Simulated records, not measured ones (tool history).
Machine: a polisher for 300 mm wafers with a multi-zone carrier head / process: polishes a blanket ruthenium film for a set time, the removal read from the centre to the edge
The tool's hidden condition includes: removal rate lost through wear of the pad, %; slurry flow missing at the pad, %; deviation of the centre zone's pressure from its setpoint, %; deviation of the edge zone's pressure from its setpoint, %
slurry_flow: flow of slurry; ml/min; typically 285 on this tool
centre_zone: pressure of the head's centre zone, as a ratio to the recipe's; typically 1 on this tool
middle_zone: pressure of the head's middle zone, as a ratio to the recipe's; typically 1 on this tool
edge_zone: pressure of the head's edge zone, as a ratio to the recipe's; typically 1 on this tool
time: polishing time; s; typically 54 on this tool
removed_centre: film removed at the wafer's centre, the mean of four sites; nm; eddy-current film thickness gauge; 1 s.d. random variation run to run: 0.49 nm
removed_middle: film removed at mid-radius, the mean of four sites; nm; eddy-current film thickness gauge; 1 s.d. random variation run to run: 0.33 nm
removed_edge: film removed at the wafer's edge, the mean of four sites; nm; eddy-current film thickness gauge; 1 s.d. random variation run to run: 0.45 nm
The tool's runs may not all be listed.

run     day  slurry_flow  centre_zone  middle_zone  edge_zone  time  wafers since the last listed run  wafers polished on this pad  hours since the slurry nozzle was cleaned  hours since the centre zone pressure was calibrated  hours since the edge zone pressure was calibrated  hours since the carrier head's membrane was replaced  incoming thickness of the incoming film, nm  removed_centre  removed_middle  removed_edge
  1       0          285            1            1       0.97    54                                 0                         1560                                      672.7                                                405.8                                              174.8                                                1110.2                                        313.4            44.2            46.9          45.2
  2   2.079          285            1            1       0.97    54                               365                         1926                                      722.6                                                455.7                                              224.7                                                1160.1                                        309.5            44.7            46.6          45.9
  3   4.583          285            1            1          1    54                               440                         2366                                      782.7                                                515.8                                              284.8                                                1220.2                                        315.3            44.2              46          46.2
      6.183  -- worn pad replaced by a new one
  4   6.275          285            1            1          1    48                               268                           16                                      823.3                                                556.4                                              325.4                                                1260.8                                        306.7            39.9            41.3          40.7
      7.942  -- slurry nozzle cleaned
  5   9.225          285          0.9            1          1    68                               511                          527                                       30.8                                                627.2                                              396.2                                                1331.6                                        309.8              50            58.6          58.4
  6  10.442          360         0.92            1          1    54                               214                          741                                         60                                                656.4                                              425.4                                                1360.8                                        309.8            40.7            46.7          46.8
     10.696  -- carrier head's membrane replaced by a new one
     11.208  -- edge zone pressure recalibrated
  7  12.096          385         0.89         0.88       1.11    54                               239                          981                                       99.7                                                696.1                                               21.3                                                  33.6                                        312.1            39.8            42.1          49.2
  8  13.629          285            1            1          1    69                               269                         1251                                      136.5                                                732.9                                               58.1                                                  70.4                                        303.9            56.5            59.3          58.9
  9  14.921          245            1            1          1    45                               227                         1478                                      167.5                                                763.9                                               89.1                                                 101.4                                        307.5            36.6            38.4          38.1
 10  16.788          285            1            1       0.91    68                               328                         1807                                      212.3                                                808.7                                              133.9                                                 146.2                                        308.5            55.4            58.6          56.8
     17.746  -- centre zone pressure recalibrated
 11  18.596          245         1.03            1          1    54                               303                         2110                                      255.7                                                 20.4                                              177.3                                                 189.6                                        317.1            46.6            45.9          46.6
 12   21.15          285            1            1       1.07    54                               449                         2559                                        317                                                 81.7                                              238.6                                                 250.9                                          314            45.3            46.1          47.8
 13  22.554          285            1            1       0.91    43                               247                         2806                                      350.7                                                115.4                                              272.3                                                 284.6                                        313.6            36.2            37.2          35.6
     23.183  -- worn pad replaced by a new one
 14  24.612          285            1            1          1    54                               332                          251                                      400.1                                                164.8                                              321.7                                                   334                                          312            44.3            46.9          46.8
 15  26.554          285            1            1       1.04    54                               341                          592                                      446.7                                                211.4                                              368.3                                                 380.6                                        313.4            45.5            46.6          47.4
     27.467  -- edge zone pressure recalibrated
 16  28.846          285            1            1          1    54                               388                          981                                      501.7                                                266.4                                               33.1                                                 435.6                                        306.6            45.3            46.5            47
 17  31.233          285            1            1          1    54                               420                         1401                                        559                                                323.7                                               90.4                                                 492.9                                        313.4            44.6            46.5          47.3
 18   32.35          285            1            1       0.97    54                               196                         1597                                      585.8                                                350.5                                              117.2                                                 519.7                                        316.3            44.1            45.9          45.2
 19  35.021          285            1            1          1    54                               469                         2067                                      649.9                                                414.6                                              181.3                                                 583.8                                        310.5            44.9            46.7          46.2
 20  36.562          285            1         0.89       0.94    63                               271                         2338                                      686.9                                                451.6                                              218.3                                                 620.8                                        309.7              52            49.3            53
 21  38.879          240         0.95            1       0.93    61                               407                         2746                                      742.5                                                507.2                                              273.9                                                 676.4                                        309.2            46.5            51.3          49.9
       39.8  -- worn pad replaced by a new one
 22  40.154          335         1.08            1       1.09    54                               195                           62                                      773.1                                                537.8                                              304.5                                                   707                                        309.5            49.1              47          48.7
 23  41.375          200          1.1         0.97          1    41                               214                          277                                      802.4                                                567.1                                              333.8                                                 736.3                                        307.8            35.5            33.7          34.5

Branching from run 23: 3 alternative next runs. What would each branch give?
  A  41.392          285            1            1          1    54                                 2                          280                                      802.8                                                567.5                                              334.2                                                 736.7                                        310.2               ?               ?             ?
  B  41.392          285         1.04          1.1          1    62                                 2                          280                                      802.8                                                567.5                                              334.2                                                 736.7                                        310.2               ?               ?             ?
  C  41.392          285            1         0.94       0.91    35                                 2                          280                                      802.8                                                567.5                                              334.2                                                 736.7                                        310.2               ?               ?             ?

run  removed_centre  removed_middle  removed_edge
  A              44            46.3            46
  B            52.6            57.6          52.7
  C            28.5            28.5          28.5
Without the tool's hidden state the same runs would have given:
run  removed_centre  removed_middle  removed_edge
  A            45.6            46.3            46
  B            54.5            57.6          52.7
  C            29.5            28.5          28.5
